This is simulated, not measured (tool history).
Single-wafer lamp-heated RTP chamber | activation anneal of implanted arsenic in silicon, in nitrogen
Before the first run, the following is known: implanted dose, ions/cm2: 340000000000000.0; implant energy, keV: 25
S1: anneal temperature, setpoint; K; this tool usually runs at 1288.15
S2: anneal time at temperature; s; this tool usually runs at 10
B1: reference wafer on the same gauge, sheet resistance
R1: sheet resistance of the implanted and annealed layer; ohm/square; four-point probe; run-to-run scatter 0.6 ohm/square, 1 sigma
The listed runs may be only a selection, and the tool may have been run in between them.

Run 1, hour 0.0: usual settings; B1 254.00. Result: R1 273.61 ohm/square.
Run 2, hour 47.1: usual settings; B1 254.16. Result: R1 273.81 ohm/square.
Run 3, hour 103.3: usual settings; B1 253.97. Result: R1 272.19 ohm/square.
Run 4, hour 164.0: usual settings but S1 1265.15 K; B1 254.04. Result: R1 275.89 ohm/square.
Run 5, hour 241.8: usual settings but S1 1265.15 K; B1 254.06. Result: R1 275.64 ohm/square.
Run 6, hour 289.2: usual settings but S1 1265.15 K; B1 253.93. Result: R1 275.08 ohm/square.
Run 7, hour 578.9: usual settings but S1 1311.15 K; B1 254.08. Result: R1 271.57 ohm/square.
Run 8, hour 658.4: usual settings but S1 1311.15 K; B1 254.02. Result: R1 271.41 ohm/square.
Run 9, hour 705.2: usual settings but S1 1311.15 K; B1 254.05. Result: R1 271.44 ohm/square.
Run 10, hour 756.3: usual settings but S2 5 s; B1 254.03. Result: R1 275.97 ohm/square.
Run 11, hour 831.0: usual settings but S2 5 s; B1 253.99. Result: R1 276.71 ohm/square.
Run 12, hour 888.7: usual settings but S2 5 s; B1 253.95. Result: R1 276.91 ohm/square.
Run 13, hour 953.4: usual settings but S1 1297.15 K; B1 254.08. Result: R1 273.33 ohm/square.
Run 14, hour 998.2: usual settings but S1 1297.15 K; B1 253.87. Result: R1 272.50 ohm/square.
Run 15, hour 1061.1: usual settings but S1 1297.15 K; B1 253.98. Result: R1 271.82 ohm/square.
Run 16, hour 1135.3: usual settings but S2 8 s; B1 254.02. Result: R1 274.23 ohm/square.
Run 17, hour 1201.7: usual settings but S1 1280.15 K, S2 12 s; B1 253.97. Result: R1 273.16 ohm/square.
Run 18, hour 1283.6: usual settings but S1 1301.15 K, S2 14 s; B1 253.99. Result: R1 271.23 ohm/square.
Run 19, hour 1368.6: usual settings but S1 1264.15 K, S2 13 s; B1 254.00. Result: R1 274.30 ohm/square.
Run 20, hour 1467.9: usual settings; B1 253.91. Result: R1 271.97 ohm/square.
Run 21, hour 1575.5: usual settings; B1 253.90. Result: R1 274.43 ohm/square.
Run 22, hour 1800.2: usual settings but S1 1262.15 K, S2 6 s; B1 254.08. Result: R1 277.24 ohm/square.
Run 23, hour 1896.6: usual settings but S1 1311.15 K, S2 12 s; B1 253.98. Result: R1 269.97 ohm/square.
Run 24, hour 1975.4: usual settings; B1 253.92. Result: R1 273.42 ohm/square.
Run 25, hour 2062.1: usual settings but S2 12 s; B1 254.05. Result: R1 272.58 ohm/square.
Run 26, hour 2155.2: usual settings but S1 1265.15 K, S2 5 s; B1 254.14. Result: R1 276.32 ohm/square.
Run 27, hour 2247.7: usual settings; B1 254.17. Result: R1 273.64 ohm/square.
Run 28, hour 2291.1: usual settings but S1 1311.15 K, S2 15 s; B1 254.01. Result: R1 268.52 ohm/square.
Run 29, hour 2359.4: usual settings; B1 253.91. Result: R1 273.89 ohm/square.
Run 30, hour 2433.2: usual settings but S2 15 s; B1 253.96. Result: R1 271.95 ohm/square.

The log once held 9 entries between its listed runs, left out of this copy. Where does each go, and what is different about the tool's unlogged condition between the listed run before it and the listed run after it?
After run 4, before run 5: reflector plate cleaned (hour 227.1)
  no difference in the tool's unlogged condition between these two runs
After run 6, before run 7: gauge calibrated (hour 455.9); pyrometer window cleaned and pyrometer calibrated (hour 559.3)
  no difference in the tool's unlogged condition between these two runs
After run 15, before run 16: pyrometer window cleaned and pyrometer calibrated (hour 1109.1); reflector plate cleaned (hour 1116.2)
  no difference in the tool's unlogged condition between these two runs
After run 21, before run 22: pyrometer window cleaned and pyrometer calibrated (hour 1724.0)
  no difference in the tool's unlogged condition between these two runs
After run 22, before run 23: gauge calibrated (hour 1822.4)
  no difference in the tool's unlogged condition between these two runs
After run 24, before run 25: reflector plate cleaned (hour 2033.6)
  no difference in the tool's unlogged condition between these two runs
After run 28, before run 29: pyrometer window cleaned and pyrometer calibrated (hour 2329.2)
  no difference in the tool's unlogged condition between these two runs
